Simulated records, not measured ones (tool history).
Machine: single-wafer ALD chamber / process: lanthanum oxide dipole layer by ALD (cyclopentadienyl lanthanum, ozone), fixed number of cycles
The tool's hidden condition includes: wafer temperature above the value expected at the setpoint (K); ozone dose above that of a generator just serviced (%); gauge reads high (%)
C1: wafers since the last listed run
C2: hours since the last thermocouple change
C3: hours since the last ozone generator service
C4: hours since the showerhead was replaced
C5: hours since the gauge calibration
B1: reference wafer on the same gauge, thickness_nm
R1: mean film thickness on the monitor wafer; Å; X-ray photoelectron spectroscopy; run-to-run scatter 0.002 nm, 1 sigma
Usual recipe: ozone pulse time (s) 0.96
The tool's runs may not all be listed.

{"run": 1, "hour": 0.0, "ozone pulse time (s)": 0.96, "C1": 0, "C2": 1033.3, "C3": 1256, "C4": 4209.3, "C5": 527.9, "B1": 0.572, "R1": 4.75}
{"run": 2, "hour": 27.2, "ozone pulse time (s)": 0.96, "C1": 562, "C2": 1060.5, "C3": 1283.2, "C4": 4236.5, "C5": 555.1, "B1": 0.572, "R1": 4.76}
{"run": 3, "hour": 41.0, "ozone pulse time (s)": 0.69, "C1": 285, "C2": 1074.3, "C3": 1297, "C4": 4250.3, "C5": 568.9, "B1": 0.572, "R1": 4.07}
{"run": 4, "hour": 82.6, "ozone pulse time (s)": 1.12, "C1": 859, "C2": 1115.9, "C3": 1338.6, "C4": 4291.9, "C5": 610.5, "B1": 0.572, "R1": 5.03}
{"run": 5, "hour": 97.0, "ozone pulse time (s)": 1.12, "C1": 297, "C2": 1130.3, "C3": 1353, "C4": 4306.3, "C5": 624.9, "B1": 0.572, "R1": 5.03}
{"run": 6, "hour": 132.3, "ozone pulse time (s)": 1.12, "C1": 729, "C2": 1165.6, "C3": 1388.3, "C4": 4341.6, "C5": 660.2, "B1": 0.572, "R1": 5}
{"run": 7, "hour": 153.1, "ozone pulse time (s)": 1.09, "C1": 429, "C2": 1186.4, "C3": 1409.1, "C4": 4362.4, "C5": 681, "B1": 0.572, "R1": 4.98}
{"run": 8, "hour": 176.7, "ozone pulse time (s)": 0.96, "C1": 487, "C2": 1210, "C3": 1432.7, "C4": 4386, "C5": 704.6, "B1": 0.572, "R1": 4.75}
{"run": 9, "hour": 198.3, "ozone pulse time (s)": 1.25, "C1": 446, "C2": 1231.6, "C3": 1454.3, "C4": 4407.6, "C5": 726.2, "B1": 0.572, "R1": 5.2}
{"run": 10, "hour": 226.9, "ozone pulse time (s)": 1.25, "C1": 591, "C2": 1260.2, "C3": 1482.9, "C4": 4436.2, "C5": 754.8, "B1": 0.572, "R1": 5.19}
{"run": 11, "hour": 255.3, "ozone pulse time (s)": 1.25, "C1": 587, "C2": 1288.6, "C3": 1511.3, "C4": 4464.6, "C5": 783.2, "B1": 0.572, "R1": 5.15}
{"run": 12, "hour": 275.7, "ozone pulse time (s)": 0.96, "C1": 421, "C2": 1309, "C3": 1531.7, "C4": 4485, "C5": 803.6, "B1": 0.572, "R1": 4.76}
{"run": 13, "hour": 292.9, "ozone pulse time (s)": 0.96, "C1": 355, "C2": 1326.2, "C3": 1548.9, "C4": 4502.2, "C5": 820.8, "B1": 0.572, "R1": 4.74}
{"hour": 352.8, "done": "thermocouple changed; heater temperature recalibrated"}
{"run": 14, "hour": 353.8, "ozone pulse time (s)": 0.96, "C1": 1093, "C2": 1, "C3": 1609.8, "C4": 4563.1, "C5": 881.7, "B1": 0.572, "R1": 4.78}
{"run": 15, "hour": 384.0, "ozone pulse time (s)": 0.96, "C1": 624, "C2": 31.2, "C3": 1640, "C4": 4593.3, "C5": 911.9, "B1": 0.572, "R1": 4.75}
{"run": 16, "hour": 400.6, "ozone pulse time (s)": 0.96, "C1": 343, "C2": 47.8, "C3": 1656.6, "C4": 4609.9, "C5": 928.5, "B1": 0.572, "R1": 4.75}
{"run": 17, "hour": 412.9, "ozone pulse time (s)": 0.96, "C1": 254, "C2": 60.1, "C3": 1668.9, "C4": 4622.2, "C5": 940.8, "B1": 0.573, "R1": 4.71}
{"run": 18, "hour": 438.5, "ozone pulse time (s)": 1.24, "C1": 529, "C2": 85.7, "C3": 1694.5, "C4": 4647.8, "C5": 966.4, "B1": 0.572, "R1": 5.16}
{"hour": 447.5, "done": "gauge calibrated"}
{"run": 19, "hour": 462.6, "ozone pulse time (s)": 1.3, "C1": 498, "C2": 109.8, "C3": 1718.6, "C4": 4671.9, "C5": 15.1, "B1": 0.572, "R1": 5.21}
{"run": 20, "hour": 497.7, "ozone pulse time (s)": 1.2, "C1": 725, "C2": 144.9, "C3": 1753.7, "C4": 4707, "C5": 50.2, "B1": 0.572, "R1": 5.12}

Run 21 has not been measured yet. What should we expect?
{"hour": 511.4, "done": "showerhead replaced"}
{"hour": 531.1, "done": "ozone generator serviced"}
{"run": 21, "hour": 531.6, "ozone pulse time (s)": 1.07, "C1": 370, "C2": 178.8, "C3": 0.5, "C4": 20.2, "C5": 84.1, "B1": "?", "R1": "?"}

B1: 0.572
R1: 5.11 Å
The same run, on a tool lacking any hidden state, would have yielded R1 5.12 Å.

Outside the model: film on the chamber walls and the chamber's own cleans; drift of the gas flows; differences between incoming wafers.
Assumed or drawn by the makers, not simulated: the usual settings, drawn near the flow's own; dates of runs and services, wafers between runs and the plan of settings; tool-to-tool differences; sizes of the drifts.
